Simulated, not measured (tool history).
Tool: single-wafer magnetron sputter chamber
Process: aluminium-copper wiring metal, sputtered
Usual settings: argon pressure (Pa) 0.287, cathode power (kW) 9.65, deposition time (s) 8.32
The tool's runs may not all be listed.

| run | hour | argon pressure (Pa) | cathode power (kW) | deposition time (s) | read-back reference wafer on the same gauge, thickness_nm | mean film thickness on the monitor wafer (Å) |
|---|---|---|---|---|---|---|
| 1 | 0 | 0.287 | 9.65 | 8.32 | 149.004 | 1605.57 |
| 2 | 54.1 | 0.287 | 9.65 | 8.32 | 148.927 | 1599.24 |
| 3 | 112.5 | 0.287 | 8.5 | 8.32 | 148.941 | 1399.75 |
|  | 144.8 | sputter target and shields replaced |
| 4 | 297.5 | 0.287 | 8.5 | 8.32 | 148.958 | 1412 |
| 5 | 324 | 0.287 | 8.5 | 8.32 | 149.031 | 1408.98 |
|  | 336.7 | capacitance manometer re-zeroed and calibrated |
| 6 | 375 | 0.248 | 9.65 | 8.32 | 148.893 | 1588.96 |
|  | 384.6 | sputter target and shields replaced |
| 7 | 434.9 | 0.216 | 9.65 | 8.32 | 148.996 | 1630.45 |
| 8 | 504.7 | 0.25 | 8.35 | 8.89 | 149.084 | 1487.02 |
| 9 | 529.6 | 0.287 | 9.65 | 8.32 | 148.945 | 1581.63 |
|  | 628.3 | sputter target and shields replaced |
|  | 657.1 | gauge calibrated |
| 10 | 698.1 | 0.394 | 11 | 7.87 | 148.989 | 1645.84 |
|  | 732.9 | magnet pack replaced |
| 11 | 752.6 | 0.287 | 7.45 | 7.73 | 148.871 | 1139.96 |
| 12 | 791.8 | 0.287 | 11 | 8.32 | 148.983 | 1805.67 |
| 13 | 819.2 | 0.287 | 9.65 | 8.32 | 148.998 | 1581.36 |
|  | 841.6 | sputter target and shields replaced |
| 14 | 919.9 | 0.287 | 9.65 | 8.32 | 149.104 | 1595.59 |

The tool's hidden state at each run:
gauge reads high (%): 0 in every run
H1: deposition rate above that of a new target (%)
H2: true argon pressure above the setpoint (%)
| run | H1 | H2 |
|---|---|---|
| 1 | -0.396 | -15.6 |
| 2 | -0.731 | -15.7 |
| 3 | -1.24 | -15.7 |
| 4 | -0.707 | -15.9 |
| 5 | -0.903 | -15.9 |
| 6 | -1.37 | 0.112 |
| 7 | -0.0889 | -1.07 |
| 8 | -0.354 | -2.33 |
| 9 | -0.5 | -2.75 |
| 10 | -0.281 | -5.25 |
| 11 | -0.516 | -5.94 |
| 12 | -0.767 | -6.41 |
| 13 | -0.984 | -6.72 |
| 14 | -0.145 | -7.77 |
